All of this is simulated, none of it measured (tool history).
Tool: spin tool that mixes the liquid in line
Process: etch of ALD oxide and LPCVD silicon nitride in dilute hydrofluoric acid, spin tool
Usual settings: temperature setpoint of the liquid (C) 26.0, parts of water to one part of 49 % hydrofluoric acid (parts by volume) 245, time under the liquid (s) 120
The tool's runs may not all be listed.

| run | day | temperature setpoint of the liquid (C) | parts of water to one part of 49 % hydrofluoric acid (parts by volume) | time under the liquid (s) | read-back film thickness of the ALD oxide reference wafer, read on the same gauge (nm) | thickness taken off the ALD oxide on a monitor wafer (nm) |
|---|---|---|---|---|---|---|
| 1 | 0.000 | 26.0 | 245 | 75 | 109.99 | 3.81 |
| 2 | 1.825 | 26.0 | 245 | 75 | 110.00 | 3.87 |
| 3 | 2.975 | 26.0 | 245 | 120 | 110.00 | 6.03 |
| 4 | 5.950 | 26.0 | 245 | 120 | 109.99 | 6.06 |
| 5 | 8.625 | 26.0 | 245 | 145 | 109.99 | 7.37 |
|  | 9.667 | hydrofluoric acid flow meter replaced |
| 6 | 9.800 | 26.0 | 245 | 145 | 110.00 | 7.47 |
| 7 | 12.675 | 26.0 | 245 | 120 | 110.01 | 6.19 |
| 8 | 14.742 | 26.0 | 245 | 120 | 110.03 | 6.15 |
| 9 | 17.192 | 26.0 | 170 | 120 | 110.00 | 9.66 |
| 10 | 18.767 | 26.0 | 335 | 120 | 109.97 | 4.08 |
| 11 | 20.783 | 26.0 | 335 | 120 | 110.01 | 4.14 |
|  | 22.396 | thermometer replaced |
| 12 | 23.646 | 26.0 | 335 | 120 | 109.99 | 3.94 |
| 13 | 24.829 | 26.0 | 310 | 70 | 109.99 | 2.57 |
| 14 | 26.488 | 26.0 | 245 | 120 | 109.99 | 5.98 |
| 15 | 29.325 | 26.0 | 245 | 75 | 109.97 | 3.77 |
| 16 | 30.442 | 22.0 | 340 | 120 | 110.00 | 3.43 |
|  | 31.621 | hydrofluoric acid flow meter replaced |
| 17 | 32.729 | 26.0 | 245 | 175 | 110.01 | 8.78 |
|  | 34.312 | gauge calibrated |
| 18 | 35.658 | 31.0 | 335 | 90 | 110.01 | 3.49 |
| 19 | 38.546 | 29.0 | 180 | 85 | 110.01 | 6.95 |
| 20 | 41.046 | 29.0 | 170 | 120 | 110.02 | 10.68 |
| 21 | 43.946 | 24.0 | 245 | 85 | 109.99 | 4.01 |
| 22 | 46.796 | 23.0 | 245 | 120 | 110.00 | 5.52 |
| 23 | 49.096 | 26.0 | 245 | 120 | 110.03 | 6.05 |
| 24 | 50.679 | 23.5 | 245 | 120 | 110.03 | 5.63 |

The next listed run, before its measurement:
| 25 | 51.908 | 21.0 | 285 | 80 | ? | ? |

{"run 25": {"read-back film thickness of the ALD oxide reference wafer, read on the same gauge (nm)": 109.98, "thickness taken off the ALD oxide on a monitor wafer (nm)": 2.8}}
Without the tool's hidden state the same run would have given thickness taken off the ALD oxide on a monitor wafer (nm) 2.70.
